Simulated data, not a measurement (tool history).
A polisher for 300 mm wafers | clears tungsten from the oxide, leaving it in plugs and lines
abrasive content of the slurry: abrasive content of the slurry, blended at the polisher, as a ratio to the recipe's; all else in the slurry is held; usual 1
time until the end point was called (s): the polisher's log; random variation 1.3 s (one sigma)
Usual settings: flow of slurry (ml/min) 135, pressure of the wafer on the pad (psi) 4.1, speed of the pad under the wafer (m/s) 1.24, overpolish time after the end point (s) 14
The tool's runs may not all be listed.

run	hour	flow of slurry (ml/min)	pressure of the wafer on the pad (psi)	speed of the pad under the wafer (m/s)	abrasive content of the slurry	overpolish time after the end point (s)	incoming thickness of the incoming film, nm	time until the end point was called (s)
1	0	135	4.1	1.24	1	14	605.9	107.1
2	7.4	135	4.1	1.24	1	14	596.6	107.3
# hour 13.9: worn pad replaced by a new one
3	14.4	135	4.1	1.24	1	14	601.6	96
4	21.2	135	4.1	1.24	1	14	590.8	93
# hour 31.8: slurry tank refilled with fresh slurry and peroxide
5	34.5	135	4.1	1.06	1	14	600	108.9
6	41.7	135	4.1	1.06	1	14	591.7	115.2
7	49.8	135	4.1	1.24	1	14	606.9	101.9
8	59.8	135	4.1	1.24	1	14	586.7	100.3
# hour 74.8: worn pad replaced by a new one
9	76.9	135	4.1	1.24	1	14	608.9	96.4
10	91.2	135	4.1	1.24	1	11	608.6	99.3
11	98.6	135	4.1	1.24	1	14	595.2	93.9
# hour 126.5: head pressure recalibrated
# hour 132.3: worn pad replaced by a new one
12	148.5	135	4.1	1.24	1	14	597.2	85.3
# hour 164.1: slurry tank refilled with fresh slurry and peroxide
# hour 169.7: slurry nozzle cleaned
13	180.2	135	3.3	1.24	1	14	592	115
# hour 193.6: worn pad replaced by a new one
14	194	110	4.5	1.62	1	14	589	67.2
# hour 205.4: slurry blender recalibrated
15	206.2	135	4.1	1.24	1	14	588	91.9
16	213.9	135	4.1	1.44	1	14	601.7	81.6
17	227.3	135	4.1	1.38	1	14	611.2	89.9
# hour 247: worn pad replaced by a new one
18	247.5	165	3.5	1.24	1.2	18	608	101
19	256.5	135	3.1	1.24	1	14	600.7	120.3
# hour 265.7: slurry tank refilled with fresh slurry and peroxide
20	266.6	135	2.8	1.36	1.25	19	611	120.8
21	283.3	135	4.1	1.24	1.1	14	599	92.7
22	290.8	135	4.1	1.44	1	14	611.8	87

Forecast each of these 3 alternatives for the next run:
A	291.3	135	4.1	1.24	1	14	606.3	?
B	291.3	135	5.2	1.24	1	10	606.3	?
C	291.3	135	4.1	1.12	1	14	606.3	?

run	time until the end point was called (s)
A	98.8
B	77.9
C	109
Without the tool's hidden state the same runs would have given:
run	time until the end point was called (s)
A	84.2
B	66.4
C	92.9

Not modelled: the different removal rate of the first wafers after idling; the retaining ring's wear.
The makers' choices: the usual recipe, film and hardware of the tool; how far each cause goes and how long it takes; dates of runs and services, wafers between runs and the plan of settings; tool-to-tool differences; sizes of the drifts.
